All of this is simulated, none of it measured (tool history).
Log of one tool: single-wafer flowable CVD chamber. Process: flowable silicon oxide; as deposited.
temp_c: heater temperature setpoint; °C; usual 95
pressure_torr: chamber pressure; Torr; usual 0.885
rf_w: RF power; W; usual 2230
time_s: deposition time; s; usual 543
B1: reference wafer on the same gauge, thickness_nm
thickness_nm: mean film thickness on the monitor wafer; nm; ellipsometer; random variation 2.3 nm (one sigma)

{"run": 1, "hour": 0.0, "temp_c": 95, "pressure_torr": 0.885, "rf_w": 2230, "time_s": 543, "B1": 514.116, "thickness_nm": 449.596}
{"run": 2, "hour": 14.3, "temp_c": 95, "pressure_torr": 0.885, "rf_w": 2230, "time_s": 543, "B1": 513.189, "thickness_nm": 447.944}
{"run": 3, "hour": 33.2, "temp_c": 95, "pressure_torr": 0.885, "rf_w": 2230, "time_s": 543, "B1": 513.666, "thickness_nm": 447.414}
{"run": 4, "hour": 51.2, "temp_c": 95, "pressure_torr": 0.885, "rf_w": 2230, "time_s": 543, "B1": 513.648, "thickness_nm": 448.152}
{"hour": 60.1, "done": "RF generator calibrated"}
{"run": 5, "hour": 78.1, "temp_c": 95, "pressure_torr": 0.885, "rf_w": 2230, "time_s": 543, "B1": 513.388, "thickness_nm": 440.931}
{"hour": 84.4, "done": "gauge calibrated"}
{"run": 6, "hour": 109.7, "temp_c": 101, "pressure_torr": 0.745, "rf_w": 2365, "time_s": 486, "B1": 512.985, "thickness_nm": 283.592}
{"run": 7, "hour": 136.6, "temp_c": 95, "pressure_torr": 0.885, "rf_w": 2060, "time_s": 441, "B1": 512.593, "thickness_nm": 359.427}
{"run": 8, "hour": 166.9, "temp_c": 105, "pressure_torr": 0.885, "rf_w": 2495, "time_s": 571, "B1": 512.721, "thickness_nm": 356.314}
{"run": 9, "hour": 192.3, "temp_c": 95, "pressure_torr": 1.086, "rf_w": 2370, "time_s": 543, "B1": 512.827, "thickness_nm": 558.18}
{"run": 10, "hour": 212.8, "temp_c": 109, "pressure_torr": 1.081, "rf_w": 2005, "time_s": 616, "B1": 512.674, "thickness_nm": 405.586}
{"run": 11, "hour": 241.8, "temp_c": 84, "pressure_torr": 0.808, "rf_w": 2230, "time_s": 437, "B1": 513.175, "thickness_nm": 443.523}
{"hour": 257.7, "done": "capacitance manometer re-zeroed and calibrated"}
{"run": 12, "hour": 272.7, "temp_c": 95, "pressure_torr": 0.885, "rf_w": 2230, "time_s": 543, "B1": 513.334, "thickness_nm": 450.004}
{"run": 13, "hour": 295.3, "temp_c": 95, "pressure_torr": 0.885, "rf_w": 2085, "time_s": 637, "B1": 513.363, "thickness_nm": 522.375}
{"run": 14, "hour": 310.4, "temp_c": 95, "pressure_torr": 0.885, "rf_w": 2230, "time_s": 543, "B1": 513.334, "thickness_nm": 448.111}
{"hour": 334.4, "done": "showerhead replaced"}
{"run": 15, "hour": 334.9, "temp_c": 95, "pressure_torr": 0.885, "rf_w": 2025, "time_s": 543, "B1": 512.19, "thickness_nm": 440.1}
{"run": 16, "hour": 341.3, "temp_c": 95, "pressure_torr": 0.885, "rf_w": 2595, "time_s": 651, "B1": 512.905, "thickness_nm": 550.312}
{"run": 17, "hour": 354.2, "temp_c": 95, "pressure_torr": 0.885, "rf_w": 2230, "time_s": 543, "B1": 512.811, "thickness_nm": 445.445}
{"hour": 363.0, "done": "thermocouple changed; heater temperature recalibrated"}
{"run": 18, "hour": 379.9, "temp_c": 95, "pressure_torr": 0.885, "rf_w": 2230, "time_s": 543, "B1": 512.136, "thickness_nm": 445.259}
{"run": 19, "hour": 411.5, "temp_c": 107, "pressure_torr": 0.703, "rf_w": 1890, "time_s": 484, "B1": 512.524, "thickness_nm": 213.023}
{"run": 20, "hour": 431.0, "temp_c": 95, "pressure_torr": 0.756, "rf_w": 2230, "time_s": 612, "B1": 514.097, "thickness_nm": 429.176}
{"run": 21, "hour": 446.7, "temp_c": 95, "pressure_torr": 0.885, "rf_w": 2230, "time_s": 448, "B1": 513.191, "thickness_nm": 366.503}
{"run": 22, "hour": 473.3, "temp_c": 95, "pressure_torr": 0.885, "rf_w": 2230, "time_s": 543, "B1": 513.676, "thickness_nm": 445.01}
{"run": 23, "hour": 498.3, "temp_c": 108, "pressure_torr": 1.039, "rf_w": 2230, "time_s": 504, "B1": 514.684, "thickness_nm": 329.999}
{"run": 24, "hour": 531.7, "temp_c": 88, "pressure_torr": 0.885, "rf_w": 1915, "time_s": 543, "B1": 513.713, "thickness_nm": 532.317}
{"run": 25, "hour": 550.4, "temp_c": 109, "pressure_torr": 0.885, "rf_w": 2080, "time_s": 649, "B1": 512.175, "thickness_nm": 348.594}
{"run": 26, "hour": 571.0, "temp_c": 107, "pressure_torr": 0.785, "rf_w": 1940, "time_s": 619, "B1": 513.603, "thickness_nm": 312.227}
{"run": 27, "hour": 596.2, "temp_c": 95, "pressure_torr": 0.885, "rf_w": 2230, "time_s": 543, "B1": 512.697, "thickness_nm": 443.115}

5 ways to go on from here, each from the tool as it stands after run 27. What would each give?
{"run": "A", "hour": 596.8, "temp_c": 95, "pressure_torr": 0.885, "rf_w": 2555, "time_s": 543, "B1": "?", "thickness_nm": "?"}
{"run": "B", "hour": 596.8, "temp_c": 87, "pressure_torr": 1.03, "rf_w": 2640, "time_s": 455, "B1": "?", "thickness_nm": "?"}
{"run": "C", "hour": 596.8, "temp_c": 88, "pressure_torr": 1.029, "rf_w": 1785, "time_s": 455, "B1": "?", "thickness_nm": "?"}
{"run": "D", "hour": 596.8, "temp_c": 104, "pressure_torr": 0.885, "rf_w": 2485, "time_s": 543, "B1": "?", "thickness_nm": "?"}
{"run": "E", "hour": 596.8, "temp_c": 104, "pressure_torr": 0.734, "rf_w": 2390, "time_s": 475, "B1": "?", "thickness_nm": "?"}

run=A B1=512.701 thickness_nm=450.296
run=B B1=512.701 thickness_nm=553.267
run=C B1=512.701 thickness_nm=507.584
run=D B1=512.701 thickness_nm=345.05
run=E B1=512.701 thickness_nm=248.315
Without the tool's hidden state the same runs would have given:
run=A thickness_nm=450.296
run=B thickness_nm=553.267
run=C thickness_nm=507.584
run=D thickness_nm=345.05
run=E thickness_nm=248.315

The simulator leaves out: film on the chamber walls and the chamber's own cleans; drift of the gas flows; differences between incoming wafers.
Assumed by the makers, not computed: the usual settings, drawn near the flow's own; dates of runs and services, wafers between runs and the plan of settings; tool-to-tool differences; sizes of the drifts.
